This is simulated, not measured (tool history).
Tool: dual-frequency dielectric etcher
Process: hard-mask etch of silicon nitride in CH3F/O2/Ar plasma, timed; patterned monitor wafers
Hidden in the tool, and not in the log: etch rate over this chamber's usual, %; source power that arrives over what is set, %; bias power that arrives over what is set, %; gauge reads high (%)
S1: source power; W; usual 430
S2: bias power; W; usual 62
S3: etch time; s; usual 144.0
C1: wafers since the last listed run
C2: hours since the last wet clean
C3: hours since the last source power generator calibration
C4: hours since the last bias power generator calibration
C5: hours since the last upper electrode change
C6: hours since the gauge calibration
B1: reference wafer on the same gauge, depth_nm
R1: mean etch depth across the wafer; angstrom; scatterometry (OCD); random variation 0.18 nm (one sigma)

| run | day | S1 | S2 | S3 | C1 | C2 | C3 | C4 | C5 | C6 | B1 | R1 |
|---|---|---|---|---|---|---|---|---|---|---|---|---|
| 1 | 0.000 | 430 | 70 | 144.0 | 0 | 5.6 | 3736.8 | 1666.1 | 2189.3 | 421.2 | 111.0 | 1165 |
| 2 | 0.283 | 430 | 62 | 144.0 | 74 | 12.4 | 3743.6 | 1672.9 | 2196.1 | 428.0 | 111.0 | 1091 |
| 3 | 0.812 | 430 | 62 | 144.0 | 138 | 25.1 | 3756.3 | 1685.6 | 2208.8 | 440.7 | 111.0 | 1089 |
| 4 | 1.308 | 430 | 62 | 144.0 | 129 | 37.0 | 3768.2 | 1697.5 | 2220.7 | 452.6 | 111.0 | 1090 |
|  | 3.162 | upper electrode replaced |
| 5 | 3.183 | 430 | 62 | 144.0 | 229 | 82.0 | 3813.2 | 1742.5 | 0.5 | 497.6 | 110.9 | 1090 |
| 6 | 3.421 | 430 | 62 | 144.0 | 62 | 87.7 | 3818.9 | 1748.2 | 6.2 | 503.3 | 110.9 | 1088 |
|  | 3.942 | source power generator calibrated |
|  | 5.154 | gauge calibrated |
| 7 | 5.625 | 430 | 67 | 144.0 | 533 | 140.6 | 40.4 | 1801.1 | 59.1 | 11.3 | 111.0 | 1132 |
| 8 | 6.283 | 430 | 62 | 144.0 | 172 | 156.4 | 56.2 | 1816.9 | 74.9 | 27.1 | 111.0 | 1088 |
| 9 | 6.562 | 540 | 51 | 162.5 | 73 | 163.1 | 62.9 | 1823.6 | 81.6 | 33.8 | 110.9 | 1243 |
| 10 | 7.012 | 430 | 62 | 144.0 | 117 | 173.9 | 73.7 | 1834.4 | 92.4 | 44.6 | 111.0 | 1085 |
| 11 | 7.350 | 460 | 51 | 113.5 | 88 | 182.0 | 81.8 | 1842.5 | 100.5 | 52.7 | 111.0 | 796 |
| 12 | 7.646 | 430 | 62 | 144.0 | 77 | 189.1 | 88.9 | 1849.6 | 107.6 | 59.8 | 111.0 | 1084 |
| 13 | 8.258 | 390 | 72 | 144.0 | 160 | 203.8 | 103.6 | 1864.3 | 122.3 | 74.5 | 111.0 | 1111 |
| 14 | 8.979 | 430 | 62 | 144.0 | 188 | 221.1 | 120.9 | 1881.6 | 139.6 | 91.8 | 111.0 | 1084 |
| 15 | 9.262 | 370 | 70 | 144.0 | 74 | 227.9 | 127.7 | 1888.4 | 146.4 | 98.6 | 111.0 | 1064 |
| 16 | 9.675 | 510 | 67 | 117.0 | 107 | 237.8 | 137.6 | 1898.3 | 156.3 | 108.5 | 111.1 | 1002 |
| 17 | 9.996 | 510 | 51 | 144.0 | 83 | 245.5 | 145.3 | 1906.0 | 164.0 | 116.2 | 111.0 | 1061 |
| 18 | 10.738 | 430 | 62 | 122.0 | 194 | 263.3 | 163.1 | 1923.8 | 181.8 | 134.0 | 111.1 | 917 |
| 19 | 11.296 | 490 | 62 | 173.5 | 146 | 276.7 | 176.5 | 1937.2 | 195.2 | 147.4 | 111.0 | 1398 |
|  | 11.538 | bias power generator calibrated |
| 20 | 12.046 | 520 | 53 | 176.5 | 152 | 294.7 | 194.5 | 12.2 | 213.2 | 165.4 | 111.1 | 1312 |
| 21 | 12.758 | 430 | 76 | 163.0 | 186 | 311.8 | 211.6 | 29.3 | 230.3 | 182.5 | 111.0 | 1325 |
| 22 | 13.079 | 540 | 72 | 166.0 | 83 | 319.5 | 219.3 | 37.0 | 238.0 | 190.2 | 111.0 | 1471 |
| 23 | 13.767 | 430 | 76 | 163.0 | 179 | 336.0 | 235.8 | 53.5 | 254.5 | 206.7 | 110.9 | 1328 |
| 24 | 14.167 | 320 | 71 | 144.0 | 104 | 345.6 | 245.4 | 63.1 | 264.1 | 216.3 | 111.0 | 958 |
| 25 | 14.896 | 500 | 73 | 104.5 | 190 | 363.1 | 262.9 | 80.6 | 281.6 | 233.8 | 110.9 | 901 |
| 26 | 15.208 | 340 | 62 | 144.0 | 81 | 370.6 | 270.4 | 88.1 | 289.1 | 241.3 | 110.9 | 920 |
| 27 | 15.867 | 380 | 62 | 117.0 | 172 | 386.4 | 286.2 | 103.9 | 304.9 | 257.1 | 111.1 | 798 |
| 28 | 16.804 | 350 | 62 | 175.5 | 245 | 408.9 | 308.7 | 126.4 | 327.4 | 279.6 | 111.0 | 1140 |
| 29 | 17.525 | 430 | 62 | 177.0 | 188 | 426.2 | 326.0 | 143.7 | 344.7 | 296.9 | 111.0 | 1292 |
|  | 19.008 | wet clean of the chamber |
| 30 | 19.029 | 430 | 62 | 155.5 | 131 | 0.5 | 362.1 | 179.8 | 380.8 | 333.0 | 111.1 | 1156 |
| 31 | 19.042 | 510 | 50 | 130.5 | 3 | 0.8 | 362.4 | 180.1 | 381.1 | 333.3 | 111.1 | 945 |

Forecast each of these 3 alternatives for the next run:
| A | 19.062 | 480 | 62 | 144.0 | 5 | 1.3 | 362.9 | 180.6 | 381.6 | 333.8 | ? | ? |
| B | 19.062 | 490 | 62 | 174.5 | 5 | 1.3 | 362.9 | 180.6 | 381.6 | 333.8 | ? | ? |
| C | 19.062 | 430 | 67 | 182.0 | 5 | 1.3 | 362.9 | 180.6 | 381.6 | 333.8 | ? | ? |

| run | B1 | R1 |
|---|---|---|
| A | 111.0 | 1133 |
| B | 111.0 | 1388 |
| C | 111.0 | 1408 |
Without the tool's hidden state the same runs would have given:
| run | R1 |
|---|---|
| A | 1123 |
| B | 1375 |
| C | 1395 |

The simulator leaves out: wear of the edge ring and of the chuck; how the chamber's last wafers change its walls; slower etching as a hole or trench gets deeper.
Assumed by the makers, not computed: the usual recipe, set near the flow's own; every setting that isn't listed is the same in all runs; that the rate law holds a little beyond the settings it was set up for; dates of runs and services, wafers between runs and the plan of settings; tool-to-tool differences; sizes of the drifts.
